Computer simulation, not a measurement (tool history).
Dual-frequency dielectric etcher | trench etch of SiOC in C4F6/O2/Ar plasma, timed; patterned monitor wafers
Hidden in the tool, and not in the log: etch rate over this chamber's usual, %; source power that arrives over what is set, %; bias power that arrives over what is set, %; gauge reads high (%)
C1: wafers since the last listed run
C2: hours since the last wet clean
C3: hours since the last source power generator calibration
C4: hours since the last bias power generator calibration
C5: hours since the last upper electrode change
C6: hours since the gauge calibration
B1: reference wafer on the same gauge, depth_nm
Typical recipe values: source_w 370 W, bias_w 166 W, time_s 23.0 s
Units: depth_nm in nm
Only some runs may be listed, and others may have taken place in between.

{"run": 1, "day": 0.0, "source_w": 370, "bias_w": 166, "time_s": 23.0, "C1": 0, "C2": 182.6, "C3": 2166.7, "C4": 4392.7, "C5": 4496.5, "C6": 277.3, "B1": 54.19, "depth_nm": 48.08}
{"run": 2, "day": 0.65, "source_w": 370, "bias_w": 166, "time_s": 23.0, "C1": 283, "C2": 198.2, "C3": 2182.3, "C4": 4408.3, "C5": 4512.1, "C6": 292.9, "B1": 54.22, "depth_nm": 48.04}
{"run": 3, "day": 0.975, "source_w": 370, "bias_w": 166, "time_s": 23.0, "C1": 141, "C2": 206.0, "C3": 2190.1, "C4": 4416.1, "C5": 4519.9, "C6": 300.7, "B1": 54.19, "depth_nm": 47.95}
{"run": 4, "day": 1.392, "source_w": 370, "bias_w": 166, "time_s": 23.0, "C1": 181, "C2": 216.0, "C3": 2200.1, "C4": 4426.1, "C5": 4529.9, "C6": 310.7, "B1": 54.18, "depth_nm": 48.18}
{"run": 5, "day": 1.704, "source_w": 370, "bias_w": 166, "time_s": 25.0, "C1": 136, "C2": 223.5, "C3": 2207.6, "C4": 4433.6, "C5": 4537.4, "C6": 318.2, "B1": 54.2, "depth_nm": 52.48}
{"day": 2.825, "done": "bias power generator calibrated"}
{"day": 3.654, "done": "upper electrode replaced"}
{"run": 6, "day": 3.675, "source_w": 370, "bias_w": 166, "time_s": 25.0, "C1": 427, "C2": 270.8, "C3": 2254.9, "C4": 20.4, "C5": 0.5, "C6": 365.5, "B1": 54.17, "depth_nm": 52.35}
{"run": 7, "day": 4.438, "source_w": 370, "bias_w": 166, "time_s": 18.5, "C1": 332, "C2": 289.1, "C3": 2273.2, "C4": 38.7, "C5": 18.8, "C6": 383.8, "B1": 54.16, "depth_nm": 38.76}
{"day": 4.904, "done": "gauge calibrated"}
{"run": 8, "day": 4.975, "source_w": 370, "bias_w": 166, "time_s": 18.5, "C1": 234, "C2": 302.0, "C3": 2286.1, "C4": 51.6, "C5": 31.7, "C6": 1.7, "B1": 54.24, "depth_nm": 38.63}
{"run": 9, "day": 5.525, "source_w": 370, "bias_w": 166, "time_s": 18.5, "C1": 240, "C2": 315.2, "C3": 2299.3, "C4": 64.8, "C5": 44.9, "C6": 14.9, "B1": 54.24, "depth_nm": 38.93}
{"run": 10, "day": 6.029, "source_w": 370, "bias_w": 166, "time_s": 26.0, "C1": 220, "C2": 327.3, "C3": 2311.4, "C4": 76.9, "C5": 57.0, "C6": 27.0, "B1": 54.2, "depth_nm": 54.61}
{"run": 11, "day": 6.462, "source_w": 410, "bias_w": 193, "time_s": 17.0, "C1": 189, "C2": 337.7, "C3": 2321.8, "C4": 87.3, "C5": 67.4, "C6": 37.4, "B1": 54.17, "depth_nm": 39.1}
{"day": 7.875, "done": "wet clean of the chamber"}
{"run": 12, "day": 7.896, "source_w": 370, "bias_w": 166, "time_s": 20.5, "C1": 189, "C2": 0.5, "C3": 2356.2, "C4": 121.7, "C5": 101.8, "C6": 71.8, "B1": 54.21, "depth_nm": 42.71}
{"run": 13, "day": 7.908, "source_w": 370, "bias_w": 125, "time_s": 25.5, "C1": 5, "C2": 0.8, "C3": 2356.5, "C4": 122.0, "C5": 102.1, "C6": 72.1, "B1": 54.23, "depth_nm": 46.61}
{"run": 14, "day": 8.142, "source_w": 370, "bias_w": 181, "time_s": 23.0, "C1": 101, "C2": 6.4, "C3": 2362.1, "C4": 127.6, "C5": 107.7, "C6": 77.7, "B1": 54.19, "depth_nm": 49.68}
{"run": 15, "day": 8.533, "source_w": 310, "bias_w": 166, "time_s": 23.0, "C1": 171, "C2": 15.8, "C3": 2371.5, "C4": 137.0, "C5": 117.1, "C6": 87.1, "B1": 54.2, "depth_nm": 45.38}
{"day": 9.254, "done": "source power generator calibrated"}
{"run": 16, "day": 9.275, "source_w": 450, "bias_w": 199, "time_s": 20.0, "C1": 251, "C2": 33.6, "C3": 0.5, "C4": 154.8, "C5": 134.9, "C6": 104.9, "B1": 54.26, "depth_nm": 47.83}
{"run": 17, "day": 9.942, "source_w": 280, "bias_w": 140, "time_s": 18.5, "C1": 291, "C2": 49.6, "C3": 16.5, "C4": 170.8, "C5": 150.9, "C6": 120.9, "B1": 54.19, "depth_nm": 32.87}
{"run": 18, "day": 10.292, "source_w": 370, "bias_w": 166, "time_s": 23.0, "C1": 152, "C2": 58.0, "C3": 24.9, "C4": 179.2, "C5": 159.3, "C6": 129.3, "B1": 54.19, "depth_nm": 47.76}
{"run": 19, "day": 10.917, "source_w": 370, "bias_w": 145, "time_s": 23.0, "C1": 272, "C2": 73.0, "C3": 39.9, "C4": 194.2, "C5": 174.3, "C6": 144.3, "B1": 54.2, "depth_nm": 45.05}
{"run": 20, "day": 11.633, "source_w": 370, "bias_w": 149, "time_s": 17.5, "C1": 312, "C2": 90.2, "C3": 57.1, "C4": 211.4, "C5": 191.5, "C6": 161.5, "B1": 54.18, "depth_nm": 34.78}
{"run": 21, "day": 11.883, "source_w": 410, "bias_w": 145, "time_s": 23.0, "C1": 109, "C2": 96.2, "C3": 63.1, "C4": 217.4, "C5": 197.5, "C6": 167.5, "B1": 54.2, "depth_nm": 46.45}
{"run": 22, "day": 12.633, "source_w": 370, "bias_w": 151, "time_s": 23.0, "C1": 327, "C2": 114.2, "C3": 81.1, "C4": 235.4, "C5": 215.5, "C6": 185.5, "B1": 54.2, "depth_nm": 45.94}
{"run": 23, "day": 13.283, "source_w": 280, "bias_w": 140, "time_s": 18.5, "C1": 283, "C2": 129.8, "C3": 96.7, "C4": 251.0, "C5": 231.1, "C6": 201.1, "B1": 54.17, "depth_nm": 33.06}
{"run": 24, "day": 15.425, "source_w": 300, "bias_w": 178, "time_s": 19.0, "C1": 935, "C2": 181.2, "C3": 148.1, "C4": 302.4, "C5": 282.5, "C6": 252.5, "B1": 54.18, "depth_nm": 38.39}
{"run": 25, "day": 16.158, "source_w": 370, "bias_w": 166, "time_s": 23.0, "C1": 320, "C2": 198.8, "C3": 165.7, "C4": 320.0, "C5": 300.1, "C6": 270.1, "B1": 54.2, "depth_nm": 48.12}
{"run": 26, "day": 17.504, "source_w": 410, "bias_w": 137, "time_s": 23.0, "C1": 587, "C2": 231.1, "C3": 198.0, "C4": 352.3, "C5": 332.4, "C6": 302.4, "B1": 54.19, "depth_nm": 45.41}
{"run": 27, "day": 17.921, "source_w": 450, "bias_w": 142, "time_s": 29.5, "C1": 181, "C2": 241.1, "C3": 208.0, "C4": 362.3, "C5": 342.4, "C6": 312.4, "B1": 54.18, "depth_nm": 61.25}
{"run": 28, "day": 18.654, "source_w": 370, "bias_w": 166, "time_s": 23.0, "C1": 320, "C2": 258.7, "C3": 225.6, "C4": 379.9, "C5": 360.0, "C6": 330.0, "B1": 54.19, "depth_nm": 47.82}
{"run": 29, "day": 19.167, "source_w": 400, "bias_w": 166, "time_s": 29.0, "C1": 223, "C2": 271.0, "C3": 237.9, "C4": 392.2, "C5": 372.3, "C6": 342.3, "B1": 54.17, "depth_nm": 62.15}

Forecast each of these 5 alternatives for the next run:
{"run": "A", "day": 19.183, "source_w": 370, "bias_w": 166, "time_s": 29.5, "C1": 7, "C2": 271.4, "C3": 238.3, "C4": 392.6, "C5": 372.7, "C6": 342.7, "B1": "?", "depth_nm": "?"}
{"run": "B", "day": 19.183, "source_w": 450, "bias_w": 202, "time_s": 30.0, "C1": 7, "C2": 271.4, "C3": 238.3, "C4": 392.6, "C5": 372.7, "C6": 342.7, "B1": "?", "depth_nm": "?"}
{"run": "C", "day": 19.183, "source_w": 370, "bias_w": 166, "time_s": 17.0, "C1": 7, "C2": 271.4, "C3": 238.3, "C4": 392.6, "C5": 372.7, "C6": 342.7, "B1": "?", "depth_nm": "?"}
{"run": "D", "day": 19.183, "source_w": 430, "bias_w": 144, "time_s": 23.0, "C1": 7, "C2": 271.4, "C3": 238.3, "C4": 392.6, "C5": 372.7, "C6": 342.7, "B1": "?", "depth_nm": "?"}
{"run": "E", "day": 19.183, "source_w": 410, "bias_w": 194, "time_s": 20.0, "C1": 7, "C2": 271.4, "C3": 238.3, "C4": 392.6, "C5": 372.7, "C6": 342.7, "B1": "?", "depth_nm": "?"}

run=A B1=54.25 depth_nm=61.72
run=B B1=54.25 depth_nm=72.54
run=C B1=54.25 depth_nm=35.56
run=D B1=54.25 depth_nm=47.32
run=E B1=54.25 depth_nm=46.19
With the hidden condition removed and each run's random variation left untouched, the same runs would have given:
run=A depth_nm=61.22
run=B depth_nm=71.95
run=C depth_nm=35.28
run=D depth_nm=46.94
run=E depth_nm=45.82

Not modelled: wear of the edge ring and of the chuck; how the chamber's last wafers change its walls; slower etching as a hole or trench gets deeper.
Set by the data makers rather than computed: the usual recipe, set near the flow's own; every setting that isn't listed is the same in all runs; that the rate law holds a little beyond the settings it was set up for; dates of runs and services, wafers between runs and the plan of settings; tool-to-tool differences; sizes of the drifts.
